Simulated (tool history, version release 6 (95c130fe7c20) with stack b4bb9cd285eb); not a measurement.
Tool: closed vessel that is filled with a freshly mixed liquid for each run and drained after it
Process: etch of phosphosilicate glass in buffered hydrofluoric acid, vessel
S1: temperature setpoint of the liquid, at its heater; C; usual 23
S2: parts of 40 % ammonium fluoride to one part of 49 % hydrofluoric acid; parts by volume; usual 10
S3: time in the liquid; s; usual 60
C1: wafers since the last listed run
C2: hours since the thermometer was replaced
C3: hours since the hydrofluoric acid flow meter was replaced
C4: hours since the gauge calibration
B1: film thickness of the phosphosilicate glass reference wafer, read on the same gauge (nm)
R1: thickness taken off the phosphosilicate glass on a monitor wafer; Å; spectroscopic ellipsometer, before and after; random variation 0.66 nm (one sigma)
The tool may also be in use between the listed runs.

{"run": 1, "hour": 0.0, "S1": 23, "S2": 10, "S3": 60, "C1": 0, "C2": 1058.2, "C3": 1151.3, "C4": 160.1, "B1": 40, "R1": 1665.7}
{"run": 2, "hour": 12.2, "S1": 23, "S2": 10, "S3": 60, "C1": 1779, "C2": 1070.4, "C3": 1163.5, "C4": 172.3, "B1": 39.98, "R1": 1673.6}
{"run": 3, "hour": 25.9, "S1": 23, "S2": 10, "S3": 60, "C1": 1997, "C2": 1084.1, "C3": 1177.2, "C4": 186, "B1": 40.02, "R1": 1672.7}
{"run": 4, "hour": 54.5, "S1": 23, "S2": 10, "S3": 50, "C1": 4170, "C2": 1112.7, "C3": 1205.8, "C4": 214.6, "B1": 40.04, "R1": 1395.3}
{"run": 5, "hour": 67.8, "S1": 23, "S2": 10, "S3": 45, "C1": 1939, "C2": 1126, "C3": 1219.1, "C4": 227.9, "B1": 40, "R1": 1242.1}
{"run": 6, "hour": 92.3, "S1": 23, "S2": 10, "S3": 45, "C1": 3572, "C2": 1150.5, "C3": 1243.6, "C4": 252.4, "B1": 40.01, "R1": 1248.9}
{"run": 7, "hour": 104.5, "S1": 23, "S2": 10, "S3": 45, "C1": 1779, "C2": 1162.7, "C3": 1255.8, "C4": 264.6, "B1": 39.97, "R1": 1241.8}
{"hour": 128.7, "done": "gauge calibrated"}
{"run": 8, "hour": 129.0, "S1": 23, "S2": 13, "S3": 60, "C1": 3572, "C2": 1187.2, "C3": 1280.3, "C4": 0.3, "B1": 39.95, "R1": 1286.1}
{"hour": 151.8, "done": "thermometer replaced"}
{"run": 9, "hour": 164.6, "S1": 23, "S2": 10, "S3": 45, "C1": 5045, "C2": 12.8, "C3": 1315.9, "C4": 35.9, "B1": 39.99, "R1": 1247.2}
{"hour": 171.0, "done": "hydrofluoric acid flow meter replaced"}
{"run": 10, "hour": 196.7, "S1": 18.5, "S2": 8.5, "S3": 85, "C1": 4535, "C2": 44.9, "C3": 25.7, "C4": 68, "B1": 39.99, "R1": 2217.1}
{"run": 11, "hour": 221.8, "S1": 23, "S2": 10, "S3": 60, "C1": 3660, "C2": 70, "C3": 50.8, "C4": 93.1, "B1": 40, "R1": 1755.2}
{"run": 12, "hour": 242.9, "S1": 20.5, "S2": 13.5, "S3": 40, "C1": 3076, "C2": 91.1, "C3": 71.9, "C4": 114.2, "B1": 39.98, "R1": 763.9}
{"run": 13, "hour": 278.4, "S1": 24.5, "S2": 10, "S3": 30, "C1": 5176, "C2": 126.6, "C3": 107.4, "C4": 149.7, "B1": 40.04, "R1": 948.8}
{"run": 14, "hour": 301.1, "S1": 23, "S2": 10, "S3": 80, "C1": 3310, "C2": 149.3, "C3": 130.1, "C4": 172.4, "B1": 39.97, "R1": 2336.8}
{"run": 15, "hour": 322.7, "S1": 23, "S2": 13, "S3": 45, "C1": 3149, "C2": 170.9, "C3": 151.7, "C4": 194, "B1": 39.99, "R1": 1013.6}

4 ways to go on from here, each from the tool as it stands after run 15. What would each give?
{"run": "A", "hour": 323.4, "S1": 23, "S2": 10, "S3": 75, "C1": 102, "C2": 171.6, "C3": 152.4, "C4": 194.7, "B1": "?", "R1": "?"}
{"run": "B", "hour": 323.4, "S1": 19.5, "S2": 12, "S3": 40, "C1": 102, "C2": 171.6, "C3": 152.4, "C4": 194.7, "B1": "?", "R1": "?"}
{"run": "C", "hour": 323.4, "S1": 27.5, "S2": 10, "S3": 70, "C1": 102, "C2": 171.6, "C3": 152.4, "C4": 194.7, "B1": "?", "R1": "?"}
{"run": "D", "hour": 323.4, "S1": 26, "S2": 10, "S3": 30, "C1": 102, "C2": 171.6, "C3": 152.4, "C4": 194.7, "B1": "?", "R1": "?"}

run=A B1=40.04 R1=2189.6
run=B B1=40.04 R1=804.8
run=C B1=40.04 R1=2606.7
run=D B1=40.04 R1=1030.9
Without the tool's hidden state the same runs would have given:
run=A R1=2207.7
run=B R1=811.5
run=C R1=2628.2
run=D R1=1039.4

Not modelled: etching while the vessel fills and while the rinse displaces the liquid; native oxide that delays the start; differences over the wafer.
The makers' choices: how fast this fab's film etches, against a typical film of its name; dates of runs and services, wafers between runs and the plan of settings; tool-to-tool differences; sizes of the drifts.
